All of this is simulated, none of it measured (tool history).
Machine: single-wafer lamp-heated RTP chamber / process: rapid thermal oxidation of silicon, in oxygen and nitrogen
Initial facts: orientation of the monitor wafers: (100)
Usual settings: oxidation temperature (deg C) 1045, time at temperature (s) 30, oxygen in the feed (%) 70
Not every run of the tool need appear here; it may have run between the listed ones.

| run | day | oxidation temperature (deg C) | time at temperature (s) | oxygen in the feed (%) | wafers since the last listed run | wafers since the last pyrometer calibration | hours since the oxygen flow controller was replaced | hours since the gauge calibration | read-back reference wafer on the same gauge, thickness | oxide thickness on the monitor wafer (Å) |
|---|---|---|---|---|---|---|---|---|---|---|
| 1 | 0 | 1045 | 30 | 79 | 0 | 1296 | 3847.9 | 430.2 | 5.061 | 57.83 |
| 2 | 1.742 | 1045 | 30 | 70 | 215 | 1512 | 3889.7 | 472 | 5.057 | 55.73 |
| 3 | 2.075 | 1045 | 30 | 70 | 41 | 1553 | 3897.7 | 480 | 5.06 | 55.64 |
| 4 | 2.679 | 1045 | 30 | 70 | 74 | 1628 | 3912.2 | 494.5 | 5.059 | 55.62 |
| 5 | 2.971 | 1045 | 30 | 70 | 36 | 1664 | 3919.2 | 501.5 | 5.059 | 55.78 |
| 6 | 3.429 | 1045 | 30 | 70 | 56 | 1721 | 3930.2 | 512.5 | 5.059 | 55.74 |
|  | 3.754 | gauge calibrated |
| 7 | 3.808 | 1045 | 30 | 70 | 46 | 1768 | 3939.3 | 1.3 | 5.059 | 55.65 |
| 8 | 4.375 | 1045 | 30 | 70 | 70 | 1838 | 3952.9 | 14.9 | 5.059 | 55.9 |
| 9 | 5.083 | 1045 | 30 | 70 | 87 | 1926 | 3969.9 | 31.9 | 5.059 | 55.85 |
| 10 | 5.475 | 1045 | 30 | 70 | 48 | 1974 | 3979.3 | 41.3 | 5.06 | 55.81 |
| 11 | 5.812 | 1045 | 30 | 70 | 41 | 2016 | 3987.4 | 49.4 | 5.062 | 55.97 |
| 12 | 6.233 | 1045 | 30 | 70 | 52 | 2068 | 3997.5 | 59.5 | 5.058 | 56.06 |
| 13 | 6.517 | 1045 | 30 | 70 | 35 | 2103 | 4004.3 | 66.3 | 5.063 | 56.01 |
| 14 | 6.892 | 1045 | 18 | 70 | 46 | 2150 | 4013.3 | 75.3 | 5.064 | 45.46 |
| 15 | 7.892 | 1038 | 30 | 70 | 123 | 2273 | 4037.3 | 99.3 | 5.064 | 53.49 |
| 16 | 8.183 | 1018 | 22 | 80 | 36 | 2309 | 4044.3 | 106.3 | 5.06 | 42.96 |
| 17 | 8.854 | 1053 | 25 | 42 | 83 | 2393 | 4060.4 | 122.4 | 5.058 | 46.15 |
| 18 | 9.321 | 1053 | 25 | 42 | 57 | 2450 | 4071.6 | 133.6 | 5.059 | 46.14 |
|  | 9.667 | pyrometer window cleaned and pyrometer calibrated |
| 19 | 9.896 | 1053 | 36 | 54 | 29 | 28 | 4085.4 | 147.4 | 5.061 | 57.64 |
| 20 | 10.4 | 1045 | 30 | 70 | 62 | 90 | 4097.5 | 159.5 | 5.059 | 55.28 |
| 21 | 10.767 | 1070 | 18 | 61 | 45 | 136 | 4106.3 | 168.3 | 5.063 | 50.4 |
| 22 | 11.488 | 1045 | 30 | 81 | 89 | 225 | 4123.6 | 185.6 | 5.06 | 58.07 |
| 23 | 11.912 | 1045 | 30 | 70 | 52 | 277 | 4133.8 | 195.8 | 5.059 | 55.35 |
| 24 | 12.288 | 1045 | 30 | 70 | 46 | 324 | 4142.8 | 204.8 | 5.06 | 55.29 |
| 25 | 12.792 | 1021 | 41 | 60 | 62 | 386 | 4154.9 | 216.9 | 5.06 | 50.72 |
| 26 | 13.325 | 1065 | 30 | 70 | 66 | 452 | 4167.7 | 229.7 | 5.058 | 63.33 |
|  | 14.058 | oxygen flow controller replaced |
| 27 | 14.079 | 1031 | 30 | 55 | 52 | 505 | 0.5 | 247.8 | 5.057 | 46.39 |
| 28 | 14.167 | 1034 | 16 | 50 | 10 | 515 | 2.6 | 249.9 | 5.059 | 36.16 |
| 29 | 14.688 | 1045 | 30 | 70 | 64 | 580 | 15.1 | 262.4 | 5.059 | 55.51 |
| 30 | 15.221 | 1060 | 41 | 51 | 66 | 646 | 27.9 | 275.2 | 5.059 | 62.78 |
| 31 | 15.883 | 1045 | 30 | 70 | 82 | 728 | 43.8 | 291.1 | 5.061 | 55.32 |
| 32 | 16.233 | 1045 | 36 | 52 | 43 | 771 | 52.2 | 299.5 | 5.061 | 53.96 |
| 33 | 16.879 | 1045 | 30 | 92 | 79 | 851 | 67.7 | 315 | 5.059 | 61.11 |
| 34 | 17.562 | 1062 | 16 | 79 | 84 | 936 | 84.1 | 331.4 | 5.064 | 50.08 |
| 35 | 17.992 | 1037 | 30 | 91 | 53 | 989 | 94.4 | 341.7 | 5.059 | 57.52 |

Run 36, settings as shown, results not yet in. Your forecast:
| 36 | 18.529 | 1045 | 35 | 70 | 66 | 1056 | 107.3 | 354.6 | ? | ? |

{"run 36": {"read-back reference wafer on the same gauge, thickness": 5.058, "oxide thickness on the monitor wafer (Å)": 59.31}}
The same run, on a tool lacking any hidden state, would have yielded oxide thickness on the monitor wafer (Å) 59.07.

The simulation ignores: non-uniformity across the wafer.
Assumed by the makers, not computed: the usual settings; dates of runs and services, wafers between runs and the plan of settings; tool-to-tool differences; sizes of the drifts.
